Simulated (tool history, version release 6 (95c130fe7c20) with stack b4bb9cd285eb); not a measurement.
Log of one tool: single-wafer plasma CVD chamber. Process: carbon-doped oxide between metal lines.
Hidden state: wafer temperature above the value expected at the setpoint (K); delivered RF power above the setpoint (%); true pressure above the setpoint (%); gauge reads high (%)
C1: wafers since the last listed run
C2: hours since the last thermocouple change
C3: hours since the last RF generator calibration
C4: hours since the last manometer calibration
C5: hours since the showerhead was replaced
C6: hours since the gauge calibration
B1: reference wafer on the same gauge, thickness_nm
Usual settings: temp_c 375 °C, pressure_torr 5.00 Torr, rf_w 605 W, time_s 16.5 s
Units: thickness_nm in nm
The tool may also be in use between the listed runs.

{"run": 1, "hour": 0.0, "temp_c": 375, "pressure_torr": 6.0, "rf_w": 605, "time_s": 19.0, "C1": 0, "C2": 1742.8, "C3": 94.8, "C4": 1871.0, "C5": 2575.0, "C6": 837.9, "B1": 99.322, "thickness_nm": 101.343}
{"run": 2, "hour": 24.4, "temp_c": 375, "pressure_torr": 6.0, "rf_w": 605, "time_s": 19.0, "C1": 727, "C2": 1767.2, "C3": 119.2, "C4": 1895.4, "C5": 2599.4, "C6": 862.3, "B1": 99.331, "thickness_nm": 101.688}
{"run": 3, "hour": 77.0, "temp_c": 375, "pressure_torr": 5.0, "rf_w": 605, "time_s": 16.5, "C1": 1567, "C2": 1819.8, "C3": 171.8, "C4": 1948.0, "C5": 2652.0, "C6": 914.9, "B1": 99.319, "thickness_nm": 87.146}
{"run": 4, "hour": 127.8, "temp_c": 375, "pressure_torr": 5.0, "rf_w": 605, "time_s": 16.5, "C1": 1513, "C2": 1870.6, "C3": 222.6, "C4": 1998.8, "C5": 2702.8, "C6": 965.7, "B1": 99.298, "thickness_nm": 87.42}
{"run": 5, "hour": 171.8, "temp_c": 375, "pressure_torr": 5.0, "rf_w": 605, "time_s": 16.5, "C1": 1311, "C2": 1914.6, "C3": 266.6, "C4": 2042.8, "C5": 2746.8, "C6": 1009.7, "B1": 99.265, "thickness_nm": 87.478}
{"run": 6, "hour": 243.3, "temp_c": 375, "pressure_torr": 5.0, "rf_w": 605, "time_s": 16.5, "C1": 2130, "C2": 1986.1, "C3": 338.1, "C4": 2114.3, "C5": 2818.3, "C6": 1081.2, "B1": 99.283, "thickness_nm": 87.225}
{"run": 7, "hour": 293.4, "temp_c": 375, "pressure_torr": 5.0, "rf_w": 605, "time_s": 16.5, "C1": 1492, "C2": 2036.2, "C3": 388.2, "C4": 2164.4, "C5": 2868.4, "C6": 1131.3, "B1": 99.288, "thickness_nm": 87.215}
{"run": 8, "hour": 331.5, "temp_c": 375, "pressure_torr": 5.0, "rf_w": 605, "time_s": 16.5, "C1": 1135, "C2": 2074.3, "C3": 426.3, "C4": 2202.5, "C5": 2906.5, "C6": 1169.4, "B1": 99.393, "thickness_nm": 87.211}
{"run": 9, "hour": 377.2, "temp_c": 375, "pressure_torr": 5.0, "rf_w": 605, "time_s": 16.5, "C1": 1361, "C2": 2120.0, "C3": 472.0, "C4": 2248.2, "C5": 2952.2, "C6": 1215.1, "B1": 99.278, "thickness_nm": 86.791}
{"hour": 450.5, "done": "showerhead replaced, of another model than before"}
{"hour": 470.1, "done": "gauge calibrated"}
{"run": 10, "hour": 554.0, "temp_c": 375, "pressure_torr": 5.0, "rf_w": 605, "time_s": 16.5, "C1": 5029, "C2": 2296.8, "C3": 648.8, "C4": 2425.0, "C5": 103.5, "C6": 83.9, "B1": 99.332, "thickness_nm": 84.968}
{"hour": 596.7, "done": "thermocouple changed; heater temperature recalibrated"}
{"run": 11, "hour": 625.9, "temp_c": 375, "pressure_torr": 5.0, "rf_w": 605, "time_s": 16.5, "C1": 1903, "C2": 29.2, "C3": 720.7, "C4": 2496.9, "C5": 175.4, "C6": 155.8, "B1": 99.29, "thickness_nm": 84.473}
{"hour": 646.7, "done": "RF generator calibrated"}
{"run": 12, "hour": 660.7, "temp_c": 375, "pressure_torr": 5.0, "rf_w": 605, "time_s": 16.5, "C1": 798, "C2": 64.0, "C3": 14.0, "C4": 2531.7, "C5": 210.2, "C6": 190.6, "B1": 99.303, "thickness_nm": 88.088}
{"run": 13, "hour": 728.4, "temp_c": 375, "pressure_torr": 5.0, "rf_w": 605, "time_s": 16.5, "C1": 2017, "C2": 131.7, "C3": 81.7, "C4": 2599.4, "C5": 277.9, "C6": 258.3, "B1": 99.335, "thickness_nm": 87.97}
{"hour": 761.0, "done": "capacitance manometer re-zeroed and calibrated"}
{"run": 14, "hour": 799.8, "temp_c": 379, "pressure_torr": 4.1, "rf_w": 530, "time_s": 19.5, "C1": 1889, "C2": 203.1, "C3": 153.1, "C4": 38.8, "C5": 349.3, "C6": 329.7, "B1": 99.254, "thickness_nm": 91.444}
{"run": 15, "hour": 850.0, "temp_c": 380, "pressure_torr": 5.0, "rf_w": 665, "time_s": 17.4, "C1": 1495, "C2": 253.3, "C3": 203.3, "C4": 89.0, "C5": 399.5, "C6": 379.9, "B1": 99.345, "thickness_nm": 97.515}
{"run": 16, "hour": 901.1, "temp_c": 361, "pressure_torr": 5.0, "rf_w": 605, "time_s": 16.5, "C1": 1522, "C2": 304.4, "C3": 254.4, "C4": 140.1, "C5": 450.6, "C6": 431.0, "B1": 99.243, "thickness_nm": 89.84}
{"run": 17, "hour": 963.3, "temp_c": 375, "pressure_torr": 5.0, "rf_w": 605, "time_s": 19.2, "C1": 1853, "C2": 366.6, "C3": 316.6, "C4": 202.3, "C5": 512.8, "C6": 493.2, "B1": 99.238, "thickness_nm": 100.815}
{"run": 18, "hour": 1030.6, "temp_c": 375, "pressure_torr": 5.0, "rf_w": 605, "time_s": 16.5, "C1": 2005, "C2": 433.9, "C3": 383.9, "C4": 269.6, "C5": 580.1, "C6": 560.5, "B1": 99.288, "thickness_nm": 86.951}
{"run": 19, "hour": 1083.3, "temp_c": 381, "pressure_torr": 5.66, "rf_w": 605, "time_s": 15.0, "C1": 1570, "C2": 486.6, "C3": 436.6, "C4": 322.3, "C5": 632.8, "C6": 613.2, "B1": 99.273, "thickness_nm": 79.212}
{"run": 20, "hour": 1124.1, "temp_c": 365, "pressure_torr": 4.52, "rf_w": 700, "time_s": 13.7, "C1": 1215, "C2": 527.4, "C3": 477.4, "C4": 363.1, "C5": 673.6, "C6": 654.0, "B1": 99.35, "thickness_nm": 79.687}
{"run": 21, "hour": 1150.3, "temp_c": 375, "pressure_torr": 4.22, "rf_w": 605, "time_s": 19.5, "C1": 780, "C2": 553.6, "C3": 503.6, "C4": 389.3, "C5": 699.8, "C6": 680.2, "B1": 99.299, "thickness_nm": 99.038}
{"run": 22, "hour": 1179.2, "temp_c": 375, "pressure_torr": 5.0, "rf_w": 605, "time_s": 16.5, "C1": 861, "C2": 582.5, "C3": 532.5, "C4": 418.2, "C5": 728.7, "C6": 709.1, "B1": 99.29, "thickness_nm": 85.953}
{"run": 23, "hour": 1208.1, "temp_c": 375, "pressure_torr": 5.0, "rf_w": 605, "time_s": 16.5, "C1": 861, "C2": 611.4, "C3": 561.4, "C4": 447.1, "C5": 757.6, "C6": 738.0, "B1": 99.224, "thickness_nm": 85.675}
{"run": 24, "hour": 1270.7, "temp_c": 370, "pressure_torr": 5.0, "rf_w": 605, "time_s": 16.5, "C1": 1865, "C2": 674.0, "C3": 624.0, "C4": 509.7, "C5": 820.2, "C6": 800.6, "B1": 99.297, "thickness_nm": 86.037}
{"run": 25, "hour": 1312.9, "temp_c": 375, "pressure_torr": 5.0, "rf_w": 605, "time_s": 16.5, "C1": 1257, "C2": 716.2, "C3": 666.2, "C4": 551.9, "C5": 862.4, "C6": 842.8, "B1": 99.242, "thickness_nm": 84.973}

The next listed run, before its measurement:
{"run": 26, "hour": 1354.0, "temp_c": 375, "pressure_torr": 3.76, "rf_w": 605, "time_s": 15.2, "C1": 1224, "C2": 757.3, "C3": 707.3, "C4": 593.0, "C5": 903.5, "C6": 883.9, "B1": "?", "thickness_nm": "?"}

Run 26 gave B1 99.310, thickness_nm 75.276 nm.
Without the tool's hidden state the same run would have given thickness_nm 78.297 nm.

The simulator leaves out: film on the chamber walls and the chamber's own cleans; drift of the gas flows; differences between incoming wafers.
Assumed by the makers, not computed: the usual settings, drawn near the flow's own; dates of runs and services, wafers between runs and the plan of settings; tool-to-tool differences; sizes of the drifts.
